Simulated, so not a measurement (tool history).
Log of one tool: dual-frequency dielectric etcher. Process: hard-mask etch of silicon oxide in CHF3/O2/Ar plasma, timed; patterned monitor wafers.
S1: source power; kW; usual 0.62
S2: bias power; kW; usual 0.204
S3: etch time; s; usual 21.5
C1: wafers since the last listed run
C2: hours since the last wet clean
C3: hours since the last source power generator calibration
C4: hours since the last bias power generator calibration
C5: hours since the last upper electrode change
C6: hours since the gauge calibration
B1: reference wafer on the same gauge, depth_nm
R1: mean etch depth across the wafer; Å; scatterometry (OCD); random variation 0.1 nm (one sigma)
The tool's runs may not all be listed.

Run 1, day 0: usual settings but S2 0.237 kW; C1 0; C2 351.9; C3 1388.2; C4 3425.9; C5 4305.5; C6 478.8; B1 38.61. Result: R1 464.5 Å.
Run 2, day 1.708: usual settings but S2 0.237 kW; C1 715; C2 392.9; C3 1429.2; C4 3466.9; C5 4346.5; C6 519.8; B1 38.62. Result: R1 464.2 Å.
At day 8.154: wet clean of the chamber.
Run 3, day 8.175: usual settings; C1 2290; C2 0.5; C3 1584.4; C4 3622.1; C5 4501.7; C6 675; B1 38.67. Result: R1 449.9 Å.
Run 4, day 9.229: usual settings but S1 0.57 kW, S3 20 s; C1 441; C2 25.8; C3 1609.7; C4 3647.4; C5 4527; C6 700.3; B1 38.67. Result: R1 408.5 Å.
Run 5, day 11.058: usual settings but S1 0.57 kW, S3 20 s; C1 766; C2 69.7; C3 1653.6; C4 3691.3; C5 4570.9; C6 744.2; B1 38.7. Result: R1 407.7 Å.
Run 6, day 13.321: usual settings but S1 0.57 kW, S3 20 s; C1 947; C2 124; C3 1707.9; C4 3745.6; C5 4625.2; C6 798.5; B1 38.7. Result: R1 410.3 Å.
Run 7, day 17.633: usual settings; C1 1806; C2 227.5; C3 1811.4; C4 3849.1; C5 4728.7; C6 902; B1 38.74. Result: R1 446.6 Å.
Run 8, day 23.7: usual settings; C1 2541; C2 373.1; C3 1957; C4 3994.7; C5 4874.3; C6 1047.6; B1 38.8. Result: R1 447.6 Å.
At day 25.679: upper electrode replaced.
Run 9, day 26.488: usual settings; C1 748; C2 440; C3 2023.9; C4 4061.6; C5 19.4; C6 1114.5; B1 38.78. Result: R1 449.8 Å.
At day 27.975: wet clean of the chamber.
Run 10, day 28.938: usual settings but S3 17.5 s; C1 607; C2 23.1; C3 2082.7; C4 4120.4; C5 78.2; C6 1173.3; B1 38.77. Result: R1 365.8 Å.
Run 11, day 30.438: usual settings but S3 17.5 s; C1 628; C2 59.1; C3 2118.7; C4 4156.4; C5 114.2; C6 1209.3; B1 38.77. Result: R1 365.3 Å.
Run 12, day 33.262: usual settings but S3 17.5 s; C1 1183; C2 126.9; C3 2186.5; C4 4224.2; C5 182; C6 1277.1; B1 38.82. Result: R1 366.2 Å.
Run 13, day 34.7: usual settings; C1 602; C2 161.4; C3 2221; C4 4258.7; C5 216.5; C6 1311.6; B1 38.79. Result: R1 450 Å.
At day 34.725: gauge calibrated.
Run 14, day 35.858: usual settings; C1 485; C2 189.2; C3 2248.8; C4 4286.5; C5 244.3; C6 27.2; B1 38.09. Result: R1 442.3 Å.
Run 15, day 38.817: usual settings; C1 1239; C2 260.2; C3 2319.8; C4 4357.5; C5 315.3; C6 98.2; B1 38.17. Result: R1 442.1 Å.
At day 41.571: source power generator calibrated.
Run 16, day 41.592: usual settings but S1 0.53 kW, S2 0.232 kW, S3 27.5 s; C1 1092; C2 326.8; C3 0.5; C4 4424.1; C5 381.9; C6 164.8; B1 38.26. Result: R1 563.2 Å.
Run 17, day 42.904: usual settings but S1 0.56 kW, S2 0.161 kW, S3 16.5 s; C1 549; C2 358.3; C3 32; C4 4455.6; C5 413.4; C6 196.3; B1 38.29. Result: R1 316.8 Å.
Run 18, day 45.329: usual settings but S1 0.57 kW; C1 1015; C2 416.5; C3 90.2; C4 4513.8; C5 471.6; C6 254.5; B1 38.33. Result: R1 434.9 Å.
At day 47.962: wet clean of the chamber.
Run 19, day 47.983: usual settings; C1 693; C2 0.5; C3 153.9; C4 4577.5; C5 535.3; C6 318.2; B1 38.36. Result: R1 442.9 Å.
Run 20, day 49.246: usual settings but S1 0.54 kW, S2 0.238 kW, S3 26 s; C1 528; C2 30.8; C3 184.2; C4 4607.8; C5 565.6; C6 348.5; B1 38.38. Result: R1 543.4 Å.
Run 21, day 51.8: usual settings but S1 0.55 kW, S2 0.254 kW, S3 26 s; C1 1070; C2 92.1; C3 245.5; C4 4669.1; C5 626.9; C6 409.8; B1 38.41. Result: R1 552.8 Å.
Run 22, day 54.004: usual settings but S2 0.245 kW, S3 19 s; C1 923; C2 145; C3 298.4; C4 4722; C5 679.8; C6 462.7; B1 38.44. Result: R1 410.7 Å.
At day 55.6: bias power generator calibrated.
Run 23, day 56.717: usual settings but S1 0.73 kW, S3 24 s; C1 1066; C2 210.1; C3 363.5; C4 26.8; C5 744.9; C6 527.8; B1 38.48. Result: R1 519.8 Å.
Run 24, day 58.05: usual settings but S2 0.165 kW; C1 558; C2 242.1; C3 395.5; C4 58.8; C5 776.9; C6 559.8; B1 38.5. Result: R1 426.6 Å.
Run 25, day 60.071: usual settings but S2 0.236 kW, S3 19 s; C1 846; C2 290.6; C3 444; C4 107.3; C5 825.4; C6 608.3; B1 38.53. Result: R1 409.9 Å.
Run 26, day 62.121: usual settings; C1 858; C2 339.8; C3 493.2; C4 156.5; C5 874.6; C6 657.5; B1 38.51. Result: R1 445.4 Å.
Run 27, day 63.6: usual settings but S2 0.217 kW, S3 20 s; C1 619; C2 375.3; C3 528.7; C4 192; C5 910.1; C6 693; B1 38.57. Result: R1 420.9 Å.
Run 28, day 66.538: usual settings but S1 0.72 kW, S2 0.164 kW, S3 25 s; C1 1230; C2 445.8; C3 599.2; C4 262.5; C5 980.6; C6 763.5; B1 38.55. Result: R1 514.8 Å.
Run 29, day 69.458: usual settings; C1 1223; C2 515.9; C3 669.3; C4 332.6; C5 1050.7; C6 833.6; B1 38.61. Result: R1 447.2 Å.
Run 30, day 71.708: usual settings but S2 0.229 kW, S3 18 s; C1 942; C2 569.9; C3 723.3; C4 386.6; C5 1104.7; C6 887.6; B1 38.6. Result: R1 386 Å.

Forecast each of these 3 alternatives for the next run:
Run A, day 71.725: usual settings but S3 16 s; C1 6; C2 570.3; C3 723.7; C4 387; C5 1105.1; C6 888; B1 ?. Result: R1 ?.
Run B, day 71.725: usual settings but S1 0.54 kW, S2 0.18 kW, S3 26.5 s; C1 6; C2 570.3; C3 723.7; C4 387; C5 1105.1; C6 888; B1 ?. Result: R1 ?.
Run C, day 71.725: usual settings but S1 0.48 kW, S2 0.246 kW, S3 24.5 s; C1 6; C2 570.3; C3 723.7; C4 387; C5 1105.1; C6 888; B1 ?. Result: R1 ?.

run    B1     R1
  A  38.6  332.7
  B  38.6    520
  C  38.6  504.6
Without the tool's hidden state the same runs would have given:
run     R1
  A  328.5
  B  513.4
  C  498.2
